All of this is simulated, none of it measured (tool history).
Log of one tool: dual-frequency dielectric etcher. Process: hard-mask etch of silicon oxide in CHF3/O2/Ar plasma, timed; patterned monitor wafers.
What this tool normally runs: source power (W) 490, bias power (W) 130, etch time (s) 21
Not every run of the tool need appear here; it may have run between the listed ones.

| run | day | source power (W) | bias power (W) | etch time (s) | read-back reference wafer on the same gauge, depth_nm | mean etch depth across the wafer (Å) |
|---|---|---|---|---|---|---|
| 1 | 0 | 490 | 130 | 21 | 37.92 | 338.1 |
| 2 | 1.45 | 490 | 130 | 21 | 37.89 | 338.5 |
| 3 | 3.033 | 560 | 154 | 21 | 37.88 | 379.5 |
| 4 | 5.146 | 490 | 130 | 21 | 37.89 | 338.7 |
|  | 6.404 | gauge calibrated |
| 5 | 7.654 | 490 | 130 | 21 | 37.89 | 338.2 |
|  | 8.667 | upper electrode replaced |
| 6 | 9.758 | 490 | 130 | 21 | 37.89 | 339.7 |
|  | 12.896 | wet clean of the chamber |
| 7 | 12.917 | 490 | 130 | 21 | 37.93 | 333.3 |
| 8 | 13.712 | 560 | 115 | 21 | 37.92 | 343.4 |
|  | 14.725 | bias power generator calibrated |
| 9 | 15.812 | 490 | 130 | 21 | 37.91 | 334.2 |
| 10 | 17.746 | 600 | 162 | 21 | 37.9 | 395.3 |
| 11 | 19.508 | 490 | 130 | 17 | 37.9 | 270.5 |
|  | 21.192 | source power generator calibrated |
|  | 22.004 | gauge calibrated |
| 12 | 22.304 | 450 | 118 | 24.5 | 37.89 | 376.7 |
| 13 | 24.925 | 490 | 150 | 16.5 | 37.89 | 285.3 |
| 14 | 27.9 | 430 | 149 | 24 | 37.91 | 387.3 |

Forecast each of these 5 alternatives for the next run:
| A | 27.917 | 490 | 130 | 21 | ? | ? |
| B | 27.917 | 540 | 99 | 16 | ? | ? |
| C | 27.917 | 440 | 149 | 16.5 | ? | ? |
| D | 27.917 | 490 | 130 | 16 | ? | ? |
| E | 27.917 | 490 | 122 | 25 | ? | ? |

| run | read-back reference wafer on the same gauge, depth_nm | mean etch depth across the wafer (Å) |
|---|---|---|
| A | 37.89 | 347.9 |
| B | 37.89 | 257.1 |
| C | 37.89 | 270.1 |
| D | 37.89 | 265.1 |
| E | 37.89 | 406.4 |
Had the tool no hidden state, the same runs would have come out as:
| run | mean etch depth across the wafer (Å) |
|---|---|
| A | 343.7 |
| B | 253.9 |
| C | 266.9 |
| D | 261.8 |
| E | 401.4 |

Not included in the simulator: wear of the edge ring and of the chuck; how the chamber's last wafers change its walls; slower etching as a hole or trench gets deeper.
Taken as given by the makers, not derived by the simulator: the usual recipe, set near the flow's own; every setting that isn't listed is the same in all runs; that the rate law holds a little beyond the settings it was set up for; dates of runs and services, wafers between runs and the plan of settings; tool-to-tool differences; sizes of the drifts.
